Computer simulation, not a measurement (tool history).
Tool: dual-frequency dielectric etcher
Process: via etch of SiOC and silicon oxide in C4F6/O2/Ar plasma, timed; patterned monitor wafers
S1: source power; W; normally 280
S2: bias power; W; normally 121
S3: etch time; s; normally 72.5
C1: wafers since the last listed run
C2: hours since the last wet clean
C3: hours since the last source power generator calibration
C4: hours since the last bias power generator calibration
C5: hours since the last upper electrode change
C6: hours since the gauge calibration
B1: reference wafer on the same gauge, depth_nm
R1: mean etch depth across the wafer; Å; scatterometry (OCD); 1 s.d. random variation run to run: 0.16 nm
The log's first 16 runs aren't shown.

run	hour	S1	S2	S3	C1	C2	C3	C4	C5	C6	B1	R1
17	812.0	340	111	64.0	423	443.5	124.3	3866.6	178.9	280.2	51.1	557
# hour 853.9: bias power generator calibrated
# hour 858.5: wet clean of the chamber
18	859.0	230	121	72.5	439	0.5	171.3	5.1	225.9	327.2	51.0	598
19	910.8	280	150	91.0	593	52.3	223.1	56.9	277.7	379.0	51.1	838
20	971.5	280	121	72.5	695	113.0	283.8	117.6	338.4	439.7	51.1	622
21	1043.3	340	121	81.0	823	184.8	355.6	189.4	410.2	511.5	51.1	724
22	1097.0	330	100	72.5	615	238.5	409.3	243.1	463.9	565.2	51.1	609
# hour 1326.0: wet clean of the chamber
23	1326.5	280	121	72.5	2356	0.5	638.8	472.6	693.4	794.7	51.1	622
24	1344.8	280	137	79.0	209	18.8	657.1	490.9	711.7	813.0	51.0	707
25	1415.6	230	140	94.0	811	89.6	727.9	561.7	782.5	883.8	51.1	811
26	1470.5	330	145	83.0	629	144.5	782.8	616.6	837.4	938.7	51.1	780
27	1528.3	340	121	72.5	662	202.3	840.6	674.4	895.2	996.5	51.1	647
28	1599.9	280	121	72.5	820	273.9	912.2	746.0	966.8	1068.1	51.1	622
29	1669.1	350	106	66.5	793	343.1	981.4	815.2	1036.0	1137.3	51.1	576
30	1721.5	280	101	56.0	600	395.5	1033.8	867.6	1088.4	1189.7	51.1	454

4 options for the next run, each taken on its own from the tool as it stands now. Forecast them:
A	1721.9	280	121	78.5	4	395.9	1034.2	868.0	1088.8	1190.1	?	?
B	1721.9	330	106	67.0	4	395.9	1034.2	868.0	1088.8	1190.1	?	?
C	1721.9	220	142	78.0	4	395.9	1034.2	868.0	1088.8	1190.1	?	?
D	1721.9	280	121	52.0	4	395.9	1034.2	868.0	1088.8	1190.1	?	?

run	B1	R1
A	51.1	677
B	51.1	574
C	51.1	678
D	51.1	449
Stripped of hidden state, with their random variation kept, the same runs would have yielded:
run	R1
A	677
B	574
C	678
D	449

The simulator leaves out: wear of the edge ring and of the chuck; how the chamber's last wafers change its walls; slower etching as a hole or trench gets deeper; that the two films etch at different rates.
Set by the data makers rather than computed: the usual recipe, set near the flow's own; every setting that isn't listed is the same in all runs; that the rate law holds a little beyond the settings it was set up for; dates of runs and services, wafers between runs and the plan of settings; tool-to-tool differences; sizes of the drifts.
